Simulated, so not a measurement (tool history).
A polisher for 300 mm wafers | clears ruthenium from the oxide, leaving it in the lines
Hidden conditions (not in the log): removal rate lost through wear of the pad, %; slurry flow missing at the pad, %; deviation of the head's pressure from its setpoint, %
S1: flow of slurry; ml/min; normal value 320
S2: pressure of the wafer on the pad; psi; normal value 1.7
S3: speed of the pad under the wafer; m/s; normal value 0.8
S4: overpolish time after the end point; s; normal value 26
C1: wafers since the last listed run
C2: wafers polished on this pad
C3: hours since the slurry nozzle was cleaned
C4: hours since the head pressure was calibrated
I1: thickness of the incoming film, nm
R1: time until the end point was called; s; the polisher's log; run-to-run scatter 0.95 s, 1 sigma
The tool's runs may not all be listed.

run,day,S1,S2,S3,S4,C1,C2,C3,C4,I1,R1
1,0,320,1.7,0.8,26,0,1223,299,445.2,75.4,104.5
2,8.762,320,1.7,0.8,26,1755,2979,509.3,655.5,75.2,109.8
3,12.217,320,1.7,0.8,26,692,3671,592.2,738.4,75.5,111.5
# day 13.55: slurry nozzle cleaned
4,13.875,320,1.7,0.8,26,323,3995,7.8,778.2,74,107.7
5,16.338,320,1.7,0.8,26,493,4488,66.9,837.3,75.5,110.5
# day 17.567: worn pad replaced by a new one
6,19.375,320,1.7,0.8,17,575,362,139.8,910.2,74.4,99.3
7,28.667,320,1.7,0.8,17,1861,2223,362.8,1133.2,75.4,108
8,33.042,320,1.7,0.8,26,876,3100,467.8,1238.2,73.7,108.1
9,35.088,350,1.7,0.8,26,409,3510,516.9,1287.3,75.2,112.4
# day 35.754: slurry nozzle cleaned
10,39.542,350,1.7,0.8,26,884,4394,90.9,1394.2,75.4,111.1
# day 40.5: head pressure recalibrated
# day 41.442: worn pad replaced by a new one
11,41.558,350,1.7,0.8,26,353,23,139.3,25.4,75.7,99.3
12,44.05,320,1.7,0.8,29,499,522,199.1,85.2,75.5,103.9
13,47.725,320,1.7,0.8,36,736,1259,287.3,173.4,75.4,106.3
14,49.342,320,1.7,0.8,26,323,1583,326.1,212.2,75.5,108.2
15,59.496,235,1.4,0.7,33,2034,3617,569.8,455.9,75.2,154.4
# day 61.292: worn pad replaced by a new one
# day 62.029: slurry nozzle cleaned
16,70.871,320,1.7,0.8,26,2237,1910,212.2,728.9,75.6,105.6
17,74.662,320,1.7,0.8,26,759,2670,303.2,819.9,75.5,108.7
18,79.117,320,1.7,0.8,26,892,3562,410.1,926.8,76.5,111.5
19,83.033,225,1.9,0.7,26,784,4347,504.1,1020.8,74.7,114.6
# day 83.758: worn pad replaced by a new one
20,86.192,350,1.4,0.8,35,599,487,579.9,1096.6,76.5,120.6
# day 87.433: slurry nozzle cleaned
21,87.821,320,1.7,0.8,26,318,805,9.3,1135.7,74.6,101.7
22,92.317,420,1.7,0.8,26,900,1706,117.2,1243.6,73.9,104.3
23,94.896,320,2.2,0.56,18,516,2223,179.1,1305.5,75,124.7
24,96.792,320,1.9,0.98,26,379,2603,224.6,1351,73.8,80
25,101.038,320,2,0.94,19,850,3453,326.5,1452.9,75.3,81

The next listed run, before its measurement:
# day 103.2: head pressure recalibrated
26,103.375,240,2,0.66,26,451,3905,382.6,4.2,73.7,?

{"run 26": {"R1": 119.6}}
On a tool with no hidden condition, and with the same random variation, this run would have come out at R1 103.8 s.

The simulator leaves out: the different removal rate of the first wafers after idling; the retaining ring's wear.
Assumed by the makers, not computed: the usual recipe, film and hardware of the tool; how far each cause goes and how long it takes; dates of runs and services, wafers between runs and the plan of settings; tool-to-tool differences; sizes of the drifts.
